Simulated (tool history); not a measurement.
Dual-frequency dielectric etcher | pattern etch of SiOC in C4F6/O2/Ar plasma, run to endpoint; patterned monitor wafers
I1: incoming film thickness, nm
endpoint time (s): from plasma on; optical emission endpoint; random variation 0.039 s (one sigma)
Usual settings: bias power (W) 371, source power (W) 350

run 1 hour=0.0 | bias_power_(W)=404 source_power_(W)=350 | I1=28.65 | endpoint_time_(s)=10.5
run 2 hour=6.8 | bias_power_(W)=411 source_power_(W)=350 | I1=28.04 | endpoint_time_(s)=10.1
run 3 hour=23.5 | bias_power_(W)=411 source_power_(W)=350 | I1=28.42 | endpoint_time_(s)=10.2
run 4 hour=37.1 | bias_power_(W)=411 source_power_(W)=350 | I1=28.06 | endpoint_time_(s)=10.1
run 5 hour=54.0 | bias_power_(W)=371 source_power_(W)=350 | I1=28.56 | endpoint_time_(s)=10.7
run 6 hour=63.4 | bias_power_(W)=371 source_power_(W)=350 | I1=28.24 | endpoint_time_(s)=10.6
run 7 hour=70.0 | bias_power_(W)=371 source_power_(W)=350 | I1=28.38 | endpoint_time_(s)=10.6
-- hour=83.0 source power generator calibrated
run 8 hour=87.1 | bias_power_(W)=328 source_power_(W)=350 | I1=28.38 | endpoint_time_(s)=11.1
-- hour=99.3 bias power generator calibrated
run 9 hour=99.8 | bias_power_(W)=414 source_power_(W)=320 | I1=28.46 | endpoint_time_(s)=10.6
-- hour=125.3 upper electrode replaced
-- hour=137.0 wet clean of the chamber
run 10 hour=137.5 | bias_power_(W)=302 source_power_(W)=290 | I1=28.55 | endpoint_time_(s)=13.4
run 11 hour=137.8 | bias_power_(W)=442 source_power_(W)=270 | I1=28.50 | endpoint_time_(s)=11.9
run 12 hour=138.2 | bias_power_(W)=371 source_power_(W)=260 | I1=28.08 | endpoint_time_(s)=12.7
run 13 hour=154.5 | bias_power_(W)=371 source_power_(W)=350 | I1=28.49 | endpoint_time_(s)=11.3
run 14 hour=169.2 | bias_power_(W)=447 source_power_(W)=380 | I1=28.50 | endpoint_time_(s)=10.0
run 15 hour=184.2 | bias_power_(W)=326 source_power_(W)=280 | I1=28.17 | endpoint_time_(s)=13.0
run 16 hour=194.8 | bias_power_(W)=312 source_power_(W)=300 | I1=28.60 | endpoint_time_(s)=13.0

Forecast each of these 4 alternatives for the next run:
run A hour=195.2 | bias_power_(W)=460 source_power_(W)=350 | I1=28.24 | endpoint_time_(s)=?
run B hour=195.2 | bias_power_(W)=306 source_power_(W)=380 | I1=28.24 | endpoint_time_(s)=?
run C hour=195.2 | bias_power_(W)=452 source_power_(W)=400 | I1=28.24 | endpoint_time_(s)=?
run D hour=195.2 | bias_power_(W)=278 source_power_(W)=420 | I1=28.24 | endpoint_time_(s)=?

run=A endpoint_time_(s)=10.2
run=B endpoint_time_(s)=11.6
run=C endpoint_time_(s)=9.7
run=D endpoint_time_(s)=11.5
Without the tool's hidden state the same runs would have given:
run=A endpoint_time_(s)=10.2
run=B endpoint_time_(s)=11.6
run=C endpoint_time_(s)=9.7
run=D endpoint_time_(s)=11.6
